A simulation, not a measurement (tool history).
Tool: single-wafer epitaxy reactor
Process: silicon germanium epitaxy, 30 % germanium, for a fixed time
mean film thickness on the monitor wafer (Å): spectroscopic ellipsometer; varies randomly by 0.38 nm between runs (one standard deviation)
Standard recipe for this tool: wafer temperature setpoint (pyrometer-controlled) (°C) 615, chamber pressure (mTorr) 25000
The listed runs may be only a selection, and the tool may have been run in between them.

run	hour	wafer temperature setpoint (pyrometer-controlled) (°C)	chamber pressure (mTorr)	wafers since the last listed run	hours since the last pyrometer calibration	hours since the last manometer calibration	hours since the showerhead was replaced	hours since the gauge calibration	read-back reference wafer on the same gauge, thickness_nm	mean film thickness on the monitor wafer (Å)
1	0	615	29600	0	1501.9	886.7	4954.2	102.5	101.493	933.01
2	35.9	615	27400	838	1537.8	922.6	4990.1	138.4	101.145	910.44
3	57.2	615	27400	497	1559.1	943.9	5011.4	159.7	101.209	906.2
4	73.3	615	27400	376	1575.2	960	5027.5	175.8	101.105	907.86
5	90.2	624	25000	394	1592.1	976.9	5044.4	192.7	100.932	1035.06
6	108.4	624	25000	425	1610.3	995.1	5062.6	210.9	100.953	1039.42
7	139.5	624	25000	726	1641.4	1026.2	5093.7	242	100.946	1034.78
8	156.2	615	25000	390	1658.1	1042.9	5110.4	258.7	100.679	875.14
9	178.7	615	25000	525	1680.6	1065.4	5132.9	281.2	100.76	874.08
# hour 211.4: showerhead replaced
# hour 218.4: gauge calibrated
# hour 249.4: capacitance manometer re-zeroed and calibrated
10	250.8	615	25000	1310	1752.7	1.4	39.4	32.4	101.666	879.83
11	281.4	606	27000	715	1783.3	32	70	63	101.547	758.26
# hour 347.7: pyrometer calibrated
12	384.7	615	25000	2227	37	135.3	173.3	166.3	100.884	878.51
13	412.7	615	25000	654	65	163.3	201.3	194.3	100.908	883.66
14	432.9	621	22800	472	85.2	183.5	221.5	214.5	100.737	953.43
15	458.1	606	23300	588	110.4	208.7	246.7	239.7	100.715	722.06
16	479.8	615	25000	507	132.1	230.4	268.4	261.4	100.671	883.7
17	497.2	615	28100	406	149.5	247.8	285.8	278.8	100.429	908.25
18	517.1	623	23200	465	169.4	267.7	305.7	298.7	100.476	990.56
19	535.3	615	25000	425	187.6	285.9	323.9	316.9	100.225	865.47
20	554.2	622	25000	441	206.5	304.8	342.8	335.8	100.217	993.42
21	575.1	605	25000	488	227.4	325.7	363.7	356.7	100.142	717.99

Each row is a separate what-if for the run after 21, all from the same tool condition, not one after another. Results?
A	575.5	615	30500	9	227.8	326.1	364.1	357.1	?	?
B	575.5	626	28100	9	227.8	326.1	364.1	357.1	?	?
C	575.5	630	29800	9	227.8	326.1	364.1	357.1	?	?
D	575.5	620	27700	9	227.8	326.1	364.1	357.1	?	?

run	read-back reference wafer on the same gauge, thickness_nm	mean film thickness on the monitor wafer (Å)
A	100.228	936.29
B	100.228	1117.03
C	100.228	1227.72
D	100.228	994.01
What these runs would have given with no unlogged condition in the tool:
run	mean film thickness on the monitor wafer (Å)
A	949.36
B	1132.63
C	1244.86
D	1007.89
